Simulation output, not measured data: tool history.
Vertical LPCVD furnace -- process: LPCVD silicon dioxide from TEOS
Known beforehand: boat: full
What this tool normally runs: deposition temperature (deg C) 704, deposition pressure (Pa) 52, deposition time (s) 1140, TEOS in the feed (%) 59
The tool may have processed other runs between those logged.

run	hour	deposition temperature (deg C)	deposition pressure (Pa)	deposition time (s)	TEOS in the feed (%)	read-back reference wafer on the same gauge, thickness	film thickness on the monitor wafer in the middle of the boat (nm)
1	0	704	52	1140	59	139.9	139.42
2	266.7	704	52	1140	59	140.07	141.53
3	319.5	704	52	1140	59	139.85	140.99
4	373.3	704	52	1140	59	140.08	141.15
5	452.2	704	52	1140	59	139.95	140.37
6	499.7	704	42	1140	59	140.07	127.79
7	556.2	704	42	1140	59	139.79	127.45
8	598.3	704	52	1140	67	140.09	150.87
9	825.1	704	52	1140	59	140.01	138.95
10	864.5	694	46.7	1440	53	140.08	124.61
11	922.6	704	52	1140	59	140.11	139.26
12	1008.5	704	56.7	1140	59	140.14	145.87
13	1092.2	710	46.7	1410	64	139.98	195.46
14	1153.9	704	64.7	1140	53	139.94	147.25
15	1248.5	710	46.7	1410	64	139.91	196.37
16	1300.9	704	52	1140	50	140.06	128.95
17	1351.6	694	40.7	870	69	140.02	81.19
18	1419.7	704	52	1140	59	139.84	140.96
19	1509.5	704	52	1140	59	139.87	140.68
20	1559.9	712	57.3	900	65	140.01	147.05
21	1623.7	707	42.7	1140	59	140.09	136.54
22	1743.4	712	52	1140	70	140.02	182.97
23	1998.3	704	52	1140	59	140.03	140.57
24	2064.5	704	52	1140	59	140.08	139.25
25	2165.5	695	46	1020	64	140.14	99.88
26	2205.9	704	52	1410	56	139.95	169.06
27	2243.2	704	57.3	1380	59	139.85	177.83
28	2285.3	700	52	810	59	140.13	90.71
29	2378.5	704	52	1140	51	140	130.41
30	2480.8	708	47.3	1470	65	139.76	200.9
31	2532.6	714	52	750	59	140.11	116.43

Not shown: 4 entries that the log had between the listed runs. Between which runs, and how does the tool's hidden state differ before and after?
Runs 8 to 9: pressure gauge zeroed (hour 625.6)
  true tube temperature minus thermocouple reading, K: 0.363 -> 0.455; true pressure minus gauge reading, mTorr: 16.3 -> 2.64
  measured less the result without the state, film thickness on the monitor wafer in the middle of the boat (nm): +4.3 -> +1.92
Runs 15 to 16: gauge calibrated (hour 1290.7)
  true tube temperature minus thermocouple reading, K: 0.625 -> 0.646; true pressure minus gauge reading, mTorr: 5.13 -> 5.44
  measured less the result without the state, film thickness on the monitor wafer in the middle of the boat (nm): +4.18 -> +2.79
Runs 21 to 22: TEOS flow controller replaced (hour 1701.5); thermocouples replaced and temperature profile calibrated (hour 1742.9)
  true tube temperature minus thermocouple reading, K: 0.776 -> 0.0847; true pressure minus gauge reading, mTorr: 7.34 -> 8.05
  measured less the result without the state, film thickness on the monitor wafer in the middle of the boat (nm): +3.92 -> +2.2
